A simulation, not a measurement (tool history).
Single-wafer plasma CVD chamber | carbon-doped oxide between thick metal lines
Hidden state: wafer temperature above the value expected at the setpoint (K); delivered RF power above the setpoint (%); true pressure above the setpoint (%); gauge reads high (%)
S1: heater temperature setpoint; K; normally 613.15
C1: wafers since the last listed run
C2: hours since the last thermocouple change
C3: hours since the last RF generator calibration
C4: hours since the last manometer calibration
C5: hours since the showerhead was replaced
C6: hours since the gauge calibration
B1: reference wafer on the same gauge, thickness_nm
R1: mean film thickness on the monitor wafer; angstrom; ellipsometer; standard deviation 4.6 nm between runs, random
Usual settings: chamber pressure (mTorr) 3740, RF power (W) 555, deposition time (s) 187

run 1 hour=0 | S1=603.15 chamber_pressure_(mTorr)=3740 RF_power_(W)=555 deposition_time_(s)=187 | C1=0 C2=234.2 C3=1834.2 C4=332.2 C5=5396.1 C6=284 | B1=858.611 | R1=9607.51
run 2 hour=96.4 | S1=613.15 chamber_pressure_(mTorr)=3740 RF_power_(W)=555 deposition_time_(s)=207 | C1=1031 C2=330.6 C3=1930.6 C4=428.6 C5=5492.5 C6=380.4 | B1=856.438 | R1=10421.88
run 3 hour=300.6 | S1=613.15 chamber_pressure_(mTorr)=3740 RF_power_(W)=555 deposition_time_(s)=207 | C1=2185 C2=534.8 C3=2134.8 C4=632.8 C5=5696.7 C6=584.6 | B1=857.802 | R1=10306.54
run 4 hour=340.1 | S1=613.15 chamber_pressure_(mTorr)=3740 RF_power_(W)=555 deposition_time_(s)=187 | C1=422 C2=574.3 C3=2174.3 C4=672.3 C5=5736.2 C6=624.1 | B1=858.14 | R1=9329.93
run 5 hour=448.1 | S1=613.15 chamber_pressure_(mTorr)=3740 RF_power_(W)=555 deposition_time_(s)=187 | C1=1156 C2=682.3 C3=2282.3 C4=780.3 C5=5844.2 C6=732.1 | B1=858.68 | R1=9323.34
run 6 hour=511.2 | S1=624.15 chamber_pressure_(mTorr)=3740 RF_power_(W)=555 deposition_time_(s)=165 | C1=675 C2=745.4 C3=2345.4 C4=843.4 C5=5907.3 C6=795.2 | B1=857.668 | R1=7975.71
run 7 hour=554.3 | S1=613.15 chamber_pressure_(mTorr)=3740 RF_power_(W)=555 deposition_time_(s)=187 | C1=461 C2=788.5 C3=2388.5 C4=886.5 C5=5950.4 C6=838.3 | B1=858.697 | R1=9244.84
-- hour=571.9 capacitance manometer re-zeroed and calibrated
run 8 hour=633 | S1=613.15 chamber_pressure_(mTorr)=3740 RF_power_(W)=555 deposition_time_(s)=187 | C1=756 C2=867.2 C3=2467.2 C4=61.1 C5=6029.1 C6=917 | B1=858.624 | R1=9281.2
run 9 hour=676.3 | S1=613.15 chamber_pressure_(mTorr)=3740 RF_power_(W)=555 deposition_time_(s)=187 | C1=463 C2=910.5 C3=2510.5 C4=104.4 C5=6072.4 C6=960.3 | B1=857.648 | R1=9316.73
-- hour=749.2 thermocouple changed; heater temperature recalibrated
run 10 hour=758.2 | S1=613.15 chamber_pressure_(mTorr)=3740 RF_power_(W)=555 deposition_time_(s)=187 | C1=791 C2=9 C3=2592.4 C4=186.3 C5=6154.3 C6=1042.2 | B1=856.729 | R1=9226.81
-- hour=788.7 RF generator calibrated
run 11 hour=821.6 | S1=621.15 chamber_pressure_(mTorr)=3740 RF_power_(W)=555 deposition_time_(s)=187 | C1=593 C2=72.4 C3=32.9 C4=249.7 C5=6217.7 C6=1105.6 | B1=858.167 | R1=9460.8
-- hour=872.6 gauge calibrated
run 12 hour=890.5 | S1=608.15 chamber_pressure_(mTorr)=3740 RF_power_(W)=460 deposition_time_(s)=173 | C1=737 C2=141.3 C3=101.8 C4=318.6 C5=6286.6 C6=17.9 | B1=857.227 | R1=8221.99
run 13 hour=981.6 | S1=613.15 chamber_pressure_(mTorr)=4590 RF_power_(W)=555 deposition_time_(s)=158 | C1=975 C2=232.4 C3=192.9 C4=409.7 C5=6377.7 C6=109 | B1=857.587 | R1=8282.52
-- hour=1031 showerhead replaced
run 14 hour=1087 | S1=613.15 chamber_pressure_(mTorr)=3740 RF_power_(W)=555 deposition_time_(s)=162 | C1=1042 C2=337.8 C3=298.3 C4=515.1 C5=56 C6=214.4 | B1=858.175 | R1=8255.33
run 15 hour=1194.5 | S1=608.15 chamber_pressure_(mTorr)=3740 RF_power_(W)=460 deposition_time_(s)=173 | C1=1150 C2=445.3 C3=405.8 C4=622.6 C5=163.5 C6=321.9 | B1=858.697 | R1=8050.26
run 16 hour=1274.6 | S1=613.15 chamber_pressure_(mTorr)=3740 RF_power_(W)=555 deposition_time_(s)=202 | C1=857 C2=525.4 C3=485.9 C4=702.7 C5=243.6 C6=402 | B1=857.988 | R1=10204.83
run 17 hour=1370.9 | S1=608.15 chamber_pressure_(mTorr)=2820 RF_power_(W)=590 deposition_time_(s)=170 | C1=1030 C2=621.7 C3=582.2 C4=799 C5=339.9 C6=498.3 | B1=858.963 | R1=8758.1
run 18 hour=1458.5 | S1=613.15 chamber_pressure_(mTorr)=3740 RF_power_(W)=555 deposition_time_(s)=187 | C1=937 C2=709.3 C3=669.8 C4=886.6 C5=427.5 C6=585.9 | B1=859.15 | R1=9504.05

What if the next run were any one of these 3? Each begins from the tool's condition after run 18:
run A hour=1459 | S1=613.15 chamber_pressure_(mTorr)=3740 RF_power_(W)=555 deposition_time_(s)=187 | C1=5 C2=709.8 C3=670.3 C4=887.1 C5=428 C6=586.4 | B1=? | R1=?
run B hour=1459 | S1=619.15 chamber_pressure_(mTorr)=3740 RF_power_(W)=555 deposition_time_(s)=187 | C1=5 C2=709.8 C3=670.3 C4=887.1 C5=428 C6=586.4 | B1=? | R1=?
run C hour=1459 | S1=602.15 chamber_pressure_(mTorr)=3220 RF_power_(W)=555 deposition_time_(s)=187 | C1=5 C2=709.8 C3=670.3 C4=887.1 C5=428 C6=586.4 | B1=? | R1=?

run=A B1=857.7 R1=9411.24
run=B B1=857.7 R1=9276.61
run=C B1=857.7 R1=9495.64
Had the tool no hidden state, the same runs would have come out as:
run=A R1=9740.11
run=B R1=9600.77
run=C R1=9827.45
